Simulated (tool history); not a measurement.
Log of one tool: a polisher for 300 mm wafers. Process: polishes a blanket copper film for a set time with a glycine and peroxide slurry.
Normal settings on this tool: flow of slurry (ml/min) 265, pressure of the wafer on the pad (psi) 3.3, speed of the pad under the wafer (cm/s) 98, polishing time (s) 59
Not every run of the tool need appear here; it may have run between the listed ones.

run    hour  flow of slurry (ml/min)  pressure of the wafer on the pad (psi)  speed of the pad under the wafer (cm/s)  polishing time (s)  wafers since the last listed run  wafers polished on this pad  hours since the slurry nozzle was cleaned  hours since the head pressure was calibrated  incoming thickness of the incoming film, nm  film removed (Å)
  1     0.0                      265                                     3.3                                       98                  59                                 0                         2490                                      100.7                                          51.2                                       1127.4              3661
      125.2  -- worn pad replaced by a new one
  2   213.0                      265                                     3.3                                       98                  59                              1959                          823                                      313.7                                         264.2                                       1116.2              3564
  3   273.0                      265                                     3.3                                       98                  59                               562                         1385                                      373.7                                         324.2                                       1114.0              3485
  4   335.3                      265                                     3.3                                       98                  59                               584                         1969                                      436.0                                         386.5                                       1099.1              3517
  5   364.4                      265                                     3.3                                       98                  59                               272                         2242                                      465.1                                         415.6                                       1100.8              3484
      425.8  -- slurry nozzle cleaned
  6   433.5                      265                                     3.3                                       98                  50                               638                         2881                                        7.7                                         484.7                                       1095.7              3228
  7   488.7                      265                                     3.3                                       98                  50                               517                         3399                                       62.9                                         539.9                                       1097.8              3080
  8   522.6                      265                                     3.3                                       98                  59                               317                         3717                                       96.8                                         573.8                                       1122.9              3642
  9   563.9                      265                                     3.3                                       98                  59                               387                         4104                                      138.1                                         615.1                                       1102.8              3632
 10   629.4                      265                                     3.3                                       98                  59                               614                         4718                                      203.6                                         680.6                                       1110.7              3550
      641.2  -- worn pad replaced by a new one
 11   661.9                      265                                     3.3                                       98                  59                               267                          193                                      236.1                                         713.1                                       1128.7              3562
 12   704.6                      265                                     3.3                                       98                  59                               400                          594                                      278.8                                         755.8                                       1121.5              3543
 13   776.2                      265                                     2.8                                       98                  59                               671                         1265                                      350.4                                         827.4                                       1119.9              3100
 14   819.2                      265                                     2.8                                       98                  59                               403                         1668                                      393.4                                         870.4                                       1116.2              3062
 15   860.6                      305                                     3.3                                       98                  59                               388                         2057                                      434.8                                         911.8                                       1096.4              3587
 16   911.7                      295                                     3.3                                       98                  39                               479                         2536                                      485.9                                         962.9                                       1104.2              2350
      930.4  -- slurry nozzle cleaned
 17   950.6                      200                                     3.3                                       82                  59                               355                         2891                                       20.2                                        1001.8                                       1124.7              3201
     1063.7  -- worn pad replaced by a new one, of another model than before
 18  1064.8                      265                                     3.3                                       98                  50                              1033                           10                                      134.4                                        1116.0                                       1119.1              2959
 19  1135.6                      265                                     3.3                                      108                  59                               663                          674                                      205.2                                        1186.8                                       1104.2              3520
 20  1173.1                      265                                     3.3                                       98                  59                               351                         1026                                      242.7                                        1224.3                                       1104.8              3266
     1202.6  -- head pressure recalibrated
 21  1243.8                      265                                     3.3                                       98                  59                               644                         1670                                      313.4                                          41.2                                       1106.3              3144
 22  1274.6                      205                                     2.8                                       68                  47                               288                         1959                                      344.2                                          72.0                                       1096.3              1614
 23  1299.0                      265                                     3.3                                       98                  59                               228                         2188                                      368.6                                          96.4                                       1133.1              3133
 24  1330.5                      265                                     2.4                                       98                  77                               295                         2483                                      400.1                                         127.9                                       1122.7              3321
     1358.4  -- slurry nozzle cleaned
 25  1515.0                      265                                     3.3                                       98                  59                              1720                         4204                                      156.6                                         312.4                                       1092.1              3503
     1536.9  -- worn pad replaced by a new one
 26  1549.3                      265                                     3.3                                       98                  79                               284                          116                                      190.9                                         346.7                                       1102.9              4539
 27  1609.6                      305                                     3.3                                       98                  68                               565                          681                                      251.2                                         407.0                                       1101.7              3921
 28  1660.6                      265                                     3.3                                       98                  59                               478                         1159                                      302.2                                         458.0                                       1131.7              3208
 29  1689.5                      265                                     2.2                                      120                  59                               271                         1430                                      331.1                                         486.9                                       1103.9              2791
 30  1719.3                      265                                     3.3                                       98                  59                               279                         1710                                      360.9                                         516.7                                       1099.7              3122
 31  1746.2                      265                                     3.0                                       98                  59                               252                         1962                                      387.8                                         543.6                                       1123.8              2892
 32  1778.6                      265                                     3.3                                       98                  59                               303                         2266                                      420.2                                         576.0                                       1107.7              3033
 33  1809.5                      265                                     3.3                                       88                  59                               289                         2556                                      451.1                                         606.9                                       1110.2              2904
 34  1847.7                      265                                     3.3                                       98                  59                               358                         2914                                      489.3                                         645.1                                       1105.0              3043
     1854.7  -- slurry nozzle cleaned
 35  1881.9                      265                                     4.1                                       98                  59                               311                         3225                                       27.2                                         679.3                                       1115.6              4243
 36  1915.4                      205                                     2.6                                      124                  59                               314                         3539                                       60.7                                         712.8                                       1088.2              3278
 37  1940.6                      230                                     3.3                                       98                  43                               236                         3776                                       85.9                                         738.0                                       1092.1              2477

Describe how what the log doesn't record of the tool's condition differs between the last listed run preceding each entry between runs and the first listed run following it.
In the gap between runs 1 and 2: worn pad replaced by a new one (hour 125.2)
  slurry flow missing at the pad, %: 23 -> 39.4
  measured less the result without the state, film removed (Å): -112 -> -241
In the gap between runs 5 and 6: slurry nozzle cleaned (hour 425.8)
  slurry flow missing at the pad, %: 42.8 -> 7.16
  measured less the result without the state, film removed (Å): -272 -> -25
In the gap between runs 10 and 11: worn pad replaced by a new one (hour 641.2)
  slurry flow missing at the pad, %: 36 -> 38.2
  measured less the result without the state, film removed (Å): -207 -> -228
In the gap between runs 16 and 17: slurry nozzle cleaned (hour 930.4)
  slurry flow missing at the pad, %: 45.4 -> 6.36
  measured less the result without the state, film removed (Å): -184 -> -29
In the gap between runs 17 and 18: worn pad replaced by a new one, of another model than before (hour 1063.7)
  slurry flow missing at the pad, %: 6.36 -> 25.7
  measured less the result without the state, film removed (Å): -29 -> -243
In the gap between runs 20 and 21: head pressure recalibrated (hour 1202.6)
  slurry flow missing at the pad, %: 34.6 -> 37.8
  measured less the result without the state, film removed (Å): -505 -> -621
In the gap between runs 24 and 25: slurry nozzle cleaned (hour 1358.4)
  slurry flow missing at the pad, %: 40.2 -> 27.7
  measured less the result without the state, film removed (Å): -796 -> -330
In the gap between runs 25 and 26: worn pad replaced by a new one (hour 1536.9)
  slurry flow missing at the pad, %: 27.7 -> 30.7
  measured less the result without the state, film removed (Å): -330 -> -530
In the gap between runs 34 and 35: slurry nozzle cleaned (hour 1854.7)
  slurry flow missing at the pad, %: 41.1 -> 10.2
  measured less the result without the state, film removed (Å): -791 -> -92
